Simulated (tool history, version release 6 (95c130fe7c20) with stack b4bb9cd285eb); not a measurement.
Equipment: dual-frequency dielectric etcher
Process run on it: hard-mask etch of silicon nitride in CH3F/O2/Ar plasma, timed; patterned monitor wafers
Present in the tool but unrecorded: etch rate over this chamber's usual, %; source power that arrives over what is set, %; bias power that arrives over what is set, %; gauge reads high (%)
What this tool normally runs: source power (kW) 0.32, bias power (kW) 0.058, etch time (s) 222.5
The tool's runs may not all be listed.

run     day  source power (kW)  bias power (kW)  etch time (s)  wafers since the last listed run  hours since the last wet clean  hours since the last source power generator calibration  hours since the last bias power generator calibration  hours since the last upper electrode change  hours since the gauge calibration  read-back reference wafer on the same gauge, depth_nm  mean etch depth across the wafer (Å)
  1       0               0.32            0.058          222.5                                 0                            84.3                                                    629.8                                                 2171.2                                       4695.2                              423.9                                                  110.7                                  1348
  2   7.192               0.32            0.058          222.5                              1109                           256.9                                                    802.4                                                 2343.8                                       4867.8                              596.5                                                  110.5                                  1334
      8.017  -- gauge calibrated
  3  11.271               0.32            0.058          222.5                               629                           354.8                                                    900.3                                                 2441.7                                       4965.7                               78.1                                                  112.3                                  1369
  4  13.329               0.32            0.065          245.5                               317                           404.2                                                    949.7                                                 2491.1                                       5015.1                              127.5                                                  112.1                                  1572
     15.071  -- bias power generator calibrated
  5  15.575               0.32            0.065          245.5                               320                           458.1                                                   1003.6                                                   12.1                                         5069                              181.4                                                  111.6                                  1569
     17.638  -- wet clean of the chamber
  6  17.658               0.32            0.065          245.5                               167                             0.5                                                   1053.6                                                   62.1                                         5119                              231.4                                                  111.2                                  1560
  7  20.304               0.32            0.058            262                               408                              64                                                   1117.1                                                  125.6                                       5182.5                              294.9                                                  111.2                                  1590
     21.946  -- upper electrode replaced
  8  22.292               0.29            0.062            192                               152                           111.7                                                   1164.8                                                  173.3                                          8.3                              342.6                                                    111                                  1157
  9  24.917               0.32            0.058          222.5                               404                           174.7                                                   1227.8                                                  236.3                                         71.3                              405.6                                                  110.8                                  1350
 10  28.129               0.32            0.054          240.5                               495                           251.8                                                   1304.9                                                  313.4                                        148.4                              482.7                                                  110.7                                  1418
 11  31.875               0.32            0.045          222.5                               577                           341.7                                                   1394.8                                                  403.3                                        238.3                              572.6                                                  110.5                                  1227
     32.954  -- source power generator calibrated
       33.3  -- gauge calibrated
     34.671  -- wet clean of the chamber
 12  34.954               0.28            0.054          176.5                               294                             6.8                                                       48                                                  477.2                                        312.2                               39.7                                                  112.9                                  1028
 13  36.621               0.32            0.065          245.5                               257                            46.8                                                       88                                                  517.2                                        352.2                               79.7                                                  112.6                                  1586
 14   46.35               0.32            0.058          222.5                              1500                           280.3                                                    321.5                                                  750.7                                        585.7                              313.2                                                  111.1                                  1349

Each run again, without the hidden state but with its own random variation kept:
run  mean etch depth across the wafer (Å)
  1                                  1377
  2                                  1365
  3                                  1377
  4                                  1587
  5                                  1589
  6                                  1583
  7                                  1617
  8                                  1178
  9                                  1377
 10                                  1448
 11                                  1253
 12                                  1029
 13                                  1593
 14                                  1371

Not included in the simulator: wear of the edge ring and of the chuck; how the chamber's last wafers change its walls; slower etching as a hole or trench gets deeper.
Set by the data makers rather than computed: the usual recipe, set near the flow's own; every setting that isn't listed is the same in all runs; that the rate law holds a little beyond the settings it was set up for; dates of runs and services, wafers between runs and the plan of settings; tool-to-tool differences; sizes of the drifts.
